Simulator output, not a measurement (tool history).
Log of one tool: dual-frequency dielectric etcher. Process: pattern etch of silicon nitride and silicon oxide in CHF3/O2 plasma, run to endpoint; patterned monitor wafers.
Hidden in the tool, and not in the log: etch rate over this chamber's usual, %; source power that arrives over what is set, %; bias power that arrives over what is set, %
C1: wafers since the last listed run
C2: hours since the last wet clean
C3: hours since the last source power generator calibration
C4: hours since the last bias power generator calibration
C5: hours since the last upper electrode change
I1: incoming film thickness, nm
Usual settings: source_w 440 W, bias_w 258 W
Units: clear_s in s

{"run": 1, "hour": 0.0, "source_w": 440, "bias_w": 258, "C1": 0, "C2": 407.7, "C3": 1481.0, "C4": 2330.2, "C5": 5269.8, "I1": 320.4, "clear_s": 230.2}
{"run": 2, "hour": 51.1, "source_w": 440, "bias_w": 258, "C1": 462, "C2": 458.8, "C3": 1532.1, "C4": 2381.3, "C5": 5320.9, "I1": 323.0, "clear_s": 232.2}
{"hour": 86.2, "done": "wet clean of the chamber"}
{"run": 3, "hour": 86.7, "source_w": 500, "bias_w": 258, "C1": 105, "C2": 0.5, "C3": 1567.7, "C4": 2416.9, "C5": 5356.5, "I1": 322.7, "clear_s": 212.5}
{"run": 4, "hour": 87.0, "source_w": 500, "bias_w": 258, "C1": 2, "C2": 0.8, "C3": 1568.0, "C4": 2417.2, "C5": 5356.8, "I1": 320.8, "clear_s": 208.6}
{"run": 5, "hour": 111.5, "source_w": 500, "bias_w": 258, "C1": 221, "C2": 25.3, "C3": 1592.5, "C4": 2441.7, "C5": 5381.3, "I1": 323.5, "clear_s": 211.9}
{"hour": 150.0, "done": "upper electrode replaced"}
{"run": 6, "hour": 150.5, "source_w": 440, "bias_w": 258, "C1": 135, "C2": 64.3, "C3": 1631.5, "C4": 2480.7, "C5": 0.5, "I1": 320.2, "clear_s": 218.2}
{"run": 7, "hour": 172.9, "source_w": 440, "bias_w": 258, "C1": 202, "C2": 86.7, "C3": 1653.9, "C4": 2503.1, "C5": 22.9, "I1": 319.7, "clear_s": 216.7}
{"run": 8, "hour": 187.0, "source_w": 440, "bias_w": 258, "C1": 127, "C2": 100.8, "C3": 1668.0, "C4": 2517.2, "C5": 37.0, "I1": 321.8, "clear_s": 220.1}
{"run": 9, "hour": 292.9, "source_w": 440, "bias_w": 258, "C1": 958, "C2": 206.7, "C3": 1773.9, "C4": 2623.1, "C5": 142.9, "I1": 321.4, "clear_s": 223.9}
{"run": 10, "hour": 326.5, "source_w": 390, "bias_w": 208, "C1": 304, "C2": 240.3, "C3": 1807.5, "C4": 2656.7, "C5": 176.5, "I1": 319.5, "clear_s": 263.0}
{"run": 11, "hour": 343.7, "source_w": 530, "bias_w": 230, "C1": 155, "C2": 257.5, "C3": 1824.7, "C4": 2673.9, "C5": 193.7, "I1": 322.4, "clear_s": 229.5}
{"hour": 358.2, "done": "bias power generator calibrated"}
{"run": 12, "hour": 377.3, "source_w": 330, "bias_w": 234, "C1": 268, "C2": 291.1, "C3": 1858.3, "C4": 19.1, "C5": 227.3, "I1": 324.4, "clear_s": 259.1}
{"run": 13, "hour": 404.7, "source_w": 350, "bias_w": 239, "C1": 248, "C2": 318.5, "C3": 1885.7, "C4": 46.5, "C5": 254.7, "I1": 322.9, "clear_s": 252.8}
{"run": 14, "hour": 437.2, "source_w": 440, "bias_w": 258, "C1": 294, "C2": 351.0, "C3": 1918.2, "C4": 79.0, "C5": 287.2, "I1": 325.6, "clear_s": 230.3}
{"run": 15, "hour": 462.5, "source_w": 500, "bias_w": 221, "C1": 229, "C2": 376.3, "C3": 1943.5, "C4": 104.3, "C5": 312.5, "I1": 324.7, "clear_s": 241.6}
{"run": 16, "hour": 484.6, "source_w": 440, "bias_w": 258, "C1": 200, "C2": 398.4, "C3": 1965.6, "C4": 126.4, "C5": 334.6, "I1": 322.1, "clear_s": 228.8}
{"run": 17, "hour": 505.6, "source_w": 520, "bias_w": 258, "C1": 190, "C2": 419.4, "C3": 1986.6, "C4": 147.4, "C5": 355.6, "I1": 323.2, "clear_s": 221.2}
{"hour": 539.0, "done": "wet clean of the chamber"}
{"run": 18, "hour": 539.5, "source_w": 380, "bias_w": 258, "C1": 89, "C2": 0.5, "C3": 2020.5, "C4": 181.3, "C5": 389.5, "I1": 321.0, "clear_s": 224.9}
{"run": 19, "hour": 540.5, "source_w": 360, "bias_w": 234, "C1": 9, "C2": 1.5, "C3": 2021.5, "C4": 182.3, "C5": 390.5, "I1": 323.8, "clear_s": 247.2}
{"hour": 562.3, "done": "source power generator calibrated"}
{"run": 20, "hour": 564.4, "source_w": 440, "bias_w": 238, "C1": 180, "C2": 25.4, "C3": 2.1, "C4": 206.2, "C5": 414.4, "I1": 323.1, "clear_s": 232.4}
{"run": 21, "hour": 584.3, "source_w": 380, "bias_w": 258, "C1": 180, "C2": 45.3, "C3": 22.0, "C4": 226.1, "C5": 434.3, "I1": 322.9, "clear_s": 231.7}
{"run": 22, "hour": 614.5, "source_w": 370, "bias_w": 229, "C1": 273, "C2": 75.5, "C3": 52.2, "C4": 256.3, "C5": 464.5, "I1": 320.7, "clear_s": 249.1}
{"run": 23, "hour": 648.9, "source_w": 440, "bias_w": 258, "C1": 311, "C2": 109.9, "C3": 86.6, "C4": 290.7, "C5": 498.9, "I1": 322.4, "clear_s": 220.2}
{"run": 24, "hour": 678.3, "source_w": 440, "bias_w": 230, "C1": 266, "C2": 139.3, "C3": 116.0, "C4": 320.1, "C5": 528.3, "I1": 320.5, "clear_s": 236.4}
{"run": 25, "hour": 702.8, "source_w": 330, "bias_w": 258, "C1": 221, "C2": 163.8, "C3": 140.5, "C4": 344.6, "C5": 552.8, "I1": 325.3, "clear_s": 245.3}
{"run": 26, "hour": 728.4, "source_w": 340, "bias_w": 211, "C1": 231, "C2": 189.4, "C3": 166.1, "C4": 370.2, "C5": 578.4, "I1": 321.2, "clear_s": 273.1}
{"run": 27, "hour": 742.4, "source_w": 440, "bias_w": 258, "C1": 126, "C2": 203.4, "C3": 180.1, "C4": 384.2, "C5": 592.4, "I1": 324.7, "clear_s": 224.9}
{"run": 28, "hour": 761.8, "source_w": 370, "bias_w": 258, "C1": 175, "C2": 222.8, "C3": 199.5, "C4": 403.6, "C5": 611.8, "I1": 321.7, "clear_s": 235.4}
{"run": 29, "hour": 778.4, "source_w": 440, "bias_w": 258, "C1": 150, "C2": 239.4, "C3": 216.1, "C4": 420.2, "C5": 628.4, "I1": 323.4, "clear_s": 225.1}
{"run": 30, "hour": 790.4, "source_w": 440, "bias_w": 258, "C1": 108, "C2": 251.4, "C3": 228.1, "C4": 432.2, "C5": 640.4, "I1": 322.4, "clear_s": 225.5}
{"run": 31, "hour": 813.6, "source_w": 350, "bias_w": 216, "C1": 210, "C2": 274.6, "C3": 251.3, "C4": 455.4, "C5": 663.6, "I1": 320.2, "clear_s": 266.1}
{"run": 32, "hour": 834.1, "source_w": 330, "bias_w": 318, "C1": 185, "C2": 295.1, "C3": 271.8, "C4": 475.9, "C5": 684.1, "I1": 321.8, "clear_s": 217.7}
{"run": 33, "hour": 849.8, "source_w": 440, "bias_w": 258, "C1": 142, "C2": 310.8, "C3": 287.5, "C4": 491.6, "C5": 699.8, "I1": 321.8, "clear_s": 228.3}
{"run": 34, "hour": 873.2, "source_w": 380, "bias_w": 258, "C1": 211, "C2": 334.2, "C3": 310.9, "C4": 515.0, "C5": 723.2, "I1": 324.4, "clear_s": 243.2}

5 ways to go on from here, each from the tool as it stands after run 34. What would each give?
{"run": "A", "hour": 873.7, "source_w": 530, "bias_w": 258, "C1": 4, "C2": 334.7, "C3": 311.4, "C4": 515.5, "C5": 723.7, "I1": 322.4, "clear_s": "?"}
{"run": "B", "hour": 873.7, "source_w": 470, "bias_w": 280, "C1": 4, "C2": 334.7, "C3": 311.4, "C4": 515.5, "C5": 723.7, "I1": 322.4, "clear_s": "?"}
{"run": "C", "hour": 873.7, "source_w": 470, "bias_w": 220, "C1": 4, "C2": 334.7, "C3": 311.4, "C4": 515.5, "C5": 723.7, "I1": 322.4, "clear_s": "?"}
{"run": "D", "hour": 873.7, "source_w": 340, "bias_w": 207, "C1": 4, "C2": 334.7, "C3": 311.4, "C4": 515.5, "C5": 723.7, "I1": 322.4, "clear_s": "?"}
{"run": "E", "hour": 873.7, "source_w": 390, "bias_w": 200, "C1": 4, "C2": 334.7, "C3": 311.4, "C4": 515.5, "C5": 723.7, "I1": 322.4, "clear_s": "?"}

run=A clear_s=217.1
run=B clear_s=214.8
run=C clear_s=247.0
run=D clear_s=281.3
run=E clear_s=276.7
Without the tool's hidden state the same runs would have given:
run=A clear_s=208.4
run=B clear_s=206.2
run=C clear_s=237.1
run=D clear_s=270.0
run=E clear_s=265.6

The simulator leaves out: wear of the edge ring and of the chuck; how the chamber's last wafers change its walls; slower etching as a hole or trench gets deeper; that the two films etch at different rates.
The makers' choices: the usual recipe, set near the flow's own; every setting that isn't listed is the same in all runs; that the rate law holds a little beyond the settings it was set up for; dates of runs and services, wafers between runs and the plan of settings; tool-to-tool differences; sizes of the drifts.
